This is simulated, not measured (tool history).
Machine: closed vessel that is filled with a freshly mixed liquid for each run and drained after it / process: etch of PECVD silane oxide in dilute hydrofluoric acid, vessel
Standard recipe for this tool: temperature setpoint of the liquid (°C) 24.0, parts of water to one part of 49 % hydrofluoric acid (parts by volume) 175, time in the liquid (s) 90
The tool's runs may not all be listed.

| run | hour | temperature setpoint of the liquid (°C) | parts of water to one part of 49 % hydrofluoric acid (parts by volume) | time in the liquid (s) | read-back film thickness of the PECVD silane oxide reference wafer, read on the same gauge (nm) | thickness taken off the PECVD silane oxide on a monitor wafer (Å) |
|---|---|---|---|---|---|---|
| 1 | 0.0 | 27.5 | 175 | 90 | 139.99 | 92.0 |
| 2 | 106.1 | 27.5 | 175 | 90 | 139.96 | 93.0 |
| 3 | 145.7 | 27.5 | 175 | 90 | 139.93 | 91.9 |
| 4 | 189.3 | 24.0 | 175 | 90 | 140.00 | 81.6 |
| 5 | 278.7 | 24.0 | 175 | 90 | 140.05 | 81.1 |
| 6 | 369.8 | 24.0 | 175 | 115 | 139.98 | 102.9 |
|  | 376.8 | gauge calibrated |
| 7 | 408.5 | 24.0 | 175 | 115 | 139.95 | 100.5 |
| 8 | 505.8 | 24.0 | 175 | 90 | 139.98 | 80.5 |
| 9 | 590.5 | 24.0 | 175 | 90 | 140.06 | 79.2 |
| 10 | 663.4 | 24.0 | 175 | 90 | 139.98 | 78.5 |
| 11 | 740.9 | 24.0 | 175 | 90 | 139.99 | 77.9 |
| 12 | 844.4 | 24.0 | 200 | 90 | 139.96 | 65.8 |
| 13 | 929.3 | 24.0 | 200 | 90 | 139.95 | 66.8 |
| 14 | 994.3 | 24.0 | 200 | 90 | 139.95 | 66.6 |
|  | 1051.7 | hydrofluoric acid flow meter replaced |
| 15 | 1073.5 | 22.5 | 175 | 90 | 139.96 | 73.0 |
| 16 | 1169.7 | 24.0 | 135 | 130 | 140.00 | 149.4 |
| 17 | 1266.4 | 22.5 | 130 | 120 | 140.00 | 134.5 |
|  | 1294.4 | thermometer replaced |
| 18 | 1326.4 | 24.0 | 175 | 90 | 139.98 | 87.3 |
| 19 | 1523.0 | 24.0 | 200 | 90 | 139.95 | 71.6 |
| 20 | 1571.2 | 24.0 | 175 | 55 | 140.02 | 52.1 |
| 21 | 1609.1 | 24.0 | 175 | 90 | 140.00 | 84.7 |
| 22 | 1680.8 | 21.0 | 235 | 135 | 139.98 | 80.2 |
| 23 | 1719.9 | 26.0 | 175 | 90 | 140.02 | 91.3 |
|  | 1745.3 | gauge calibrated |
| 24 | 1813.8 | 19.0 | 135 | 135 | 140.06 | 137.2 |
| 25 | 1881.0 | 24.0 | 175 | 90 | 139.96 | 84.8 |
| 26 | 1977.7 | 24.0 | 175 | 90 | 139.98 | 82.8 |
| 27 | 2067.6 | 24.0 | 90 | 90 | 139.96 | 177.1 |
| 28 | 2137.1 | 22.5 | 130 | 55 | 139.96 | 67.7 |
| 29 | 2197.8 | 20.5 | 175 | 90 | 140.01 | 71.2 |
| 30 | 2293.7 | 20.0 | 175 | 90 | 139.99 | 70.5 |

For each run, the measured value with the value that run would have given without the tool's hidden condition subtracted. The run-to-run variation is shared by both, the gauge scatter possibly not:
Unlogged tool condition in this case: liquid colder than its thermometer reads (K); hydrofluoric acid flow below the setpoint (%); gauge reads high (%).
| run | thickness taken off the PECVD silane oxide on a monitor wafer (Å) |
|---|---|
| 1 | -5.6 |
| 2 | -6.0 |
| 3 | -6.1 |
| 4 | -5.8 |
| 5 | -6.1 |
| 6 | -8.1 |
| 7 | -8.1 |
| 8 | -6.9 |
| 9 | -7.0 |
| 10 | -7.1 |
| 11 | -7.4 |
| 12 | -6.5 |
| 13 | -6.8 |
| 14 | -6.9 |
| 15 | -8.1 |
| 16 | -17.5 |
| 17 | -16.6 |
| 18 | -0.8 |
| 19 | -1.2 |
| 20 | -1.0 |
| 21 | -1.7 |
| 22 | -1.8 |
| 23 | -2.2 |
| 24 | -4.3 |
| 25 | -2.6 |
| 26 | -2.9 |
| 27 | -7.4 |
| 28 | -3.0 |
| 29 | -3.2 |
| 30 | -3.5 |

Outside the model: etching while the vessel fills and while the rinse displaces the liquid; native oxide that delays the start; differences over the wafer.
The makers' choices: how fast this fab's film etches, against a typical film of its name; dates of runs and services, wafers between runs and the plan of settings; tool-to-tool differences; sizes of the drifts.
